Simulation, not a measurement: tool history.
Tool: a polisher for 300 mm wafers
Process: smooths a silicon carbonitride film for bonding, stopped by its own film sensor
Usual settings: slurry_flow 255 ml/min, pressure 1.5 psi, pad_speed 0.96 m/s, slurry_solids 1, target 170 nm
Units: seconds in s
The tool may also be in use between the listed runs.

run	day	slurry_flow	pressure	pad_speed	slurry_solids	target	wafers since the last listed run	wafers polished on this pad	hours since the slurry nozzle was cleaned	hours since the head pressure was calibrated	hours since the slurry blender was calibrated	incoming thickness of the incoming film, nm	seconds
1	0	255	1.5	0.96	1	170	0	2024	639.5	275.5	218.8	198.7	157.6
2	2.65	255	1.5	0.96	1	170	283	2307	703.1	339.1	282.4	199.2	164.5
3	4.592	255	1.5	0.96	1	170	207	2514	749.7	385.7	329	197.3	157.2
# day 5.458: slurry nozzle cleaned
# day 5.6: worn pad replaced by a new one, repeated, since the last time left the tool worse
4	8.283	255	1.5	0.84	1	170	375	286	67.8	474.3	417.6	198.9	151
5	11.146	255	1.5	0.96	1	170	305	592	136.5	543	486.3	200.3	143
# day 14.367: head pressure recalibrated
6	14.612	255	1.5	0.96	1	170	361	954	219.7	5.9	569.5	200.1	146.6
7	18.917	255	1.5	0.96	1	170	459	1413	323	109.2	672.8	198.3	144.6
8	21.708	315	1.5	1.08	1.2	162	298	1712	390	176.2	739.8	200.1	154.8
# day 23.175: slurry blender recalibrated
9	24.079	255	1.5	0.96	0.8	170	244	1956	446.9	233.1	21.7	202.6	186.9
10	26.371	255	1.5	0.96	1	178	244	2201	501.9	288.1	76.7	197.1	97.7
11	29.162	335	1.2	1.22	1	176	298	2499	568.9	355.1	143.7	199.1	123.8
# day 29.921: worn pad replaced by a new one
12	31.312	255	1.5	0.96	1	170	211	148	620.5	406.7	195.3	198.1	138.7
13	35.683	255	1.9	0.7	0.9	165	467	615	725.4	511.6	300.2	199.7	177.6
# day 36.438: slurry nozzle cleaned
14	38.362	255	1.5	0.96	1	170	281	897	46.2	575.9	364.5	200.1	148.5
15	40.433	255	1.5	0.96	1.2	170	221	1118	95.9	625.6	414.2	202.3	144.3
# day 44.129: head pressure recalibrated
16	44.304	255	1.5	0.96	1	163	404	1523	188.8	4.2	507.1	198.7	174.6
17	46.292	255	1.5	0.96	1	170	212	1735	236.5	51.9	554.8	199.9	148.1
18	50.521	255	1.5	0.96	1.2	170	451	2187	338	153.4	656.3	195.8	116.1
# day 50.654: slurry blender recalibrated
19	53.225	255	1.5	0.96	1	170	280	2467	402.9	218.3	61.7	200.4	157.1
20	55.95	255	1.5	0.82	0.8	173	291	2758	468.3	283.7	127.1	201.8	187.9
# day 56.933: worn pad replaced by a new one
21	60.396	305	1.5	0.96	1	170	457	370	575	390.4	233.8	200.2	144.7
22	62.796	205	2	0.7	1	170	256	626	632.6	448	291.4	198.6	134.5
# day 68.142: slurry nozzle cleaned
# day 74.275: head pressure recalibrated
23	74.296	195	1.5	0.96	1	170	1215	1841	147.7	0.5	567.4	199.4	152.1
24	75.817	255	1.5	0.96	1	170	162	2004	184.2	37	603.9	200	150.6
25	78.067	200	1.5	0.96	0.85	170	240	2244	238.2	91	657.9	199.2	168.6
# day 78.671: slurry blender recalibrated
26	79.692	255	1.8	1.06	1	170	164	2409	277.2	130	24.5	198.2	113.5
27	83.367	255	1.5	0.96	1	170	392	2802	365.4	218.2	112.7	199.9	157.7
# day 84.838: worn pad replaced by a new one
28	87.854	255	1.5	0.96	1	170	461	322	473.1	325.9	220.4	199.7	142.9
29	89.858	225	1.5	0.96	1	170	214	536	521.2	374	268.5	196.6	131.8

Forecast each of these 5 alternatives for the next run:
A	89.879	255	1.5	0.96	1	170	2	538	521.7	374.5	269	199.7	?
B	89.879	330	1.4	1.1	0.7	170	2	538	521.7	374.5	269	199.7	?
C	89.879	340	1.5	0.78	1.2	164	2	538	521.7	374.5	269	199.7	?
D	89.879	335	1.5	1.08	1	173	2	538	521.7	374.5	269	199.7	?
E	89.879	255	1.5	0.96	0.75	170	2	538	521.7	374.5	269	199.7	?

run	seconds
A	146.6
B	176.4
C	178.5
D	118.6
E	175.7
Without the tool's hidden state the same runs would have given:
run	seconds
A	146
B	175.6
C	177.7
D	118.2
E	175

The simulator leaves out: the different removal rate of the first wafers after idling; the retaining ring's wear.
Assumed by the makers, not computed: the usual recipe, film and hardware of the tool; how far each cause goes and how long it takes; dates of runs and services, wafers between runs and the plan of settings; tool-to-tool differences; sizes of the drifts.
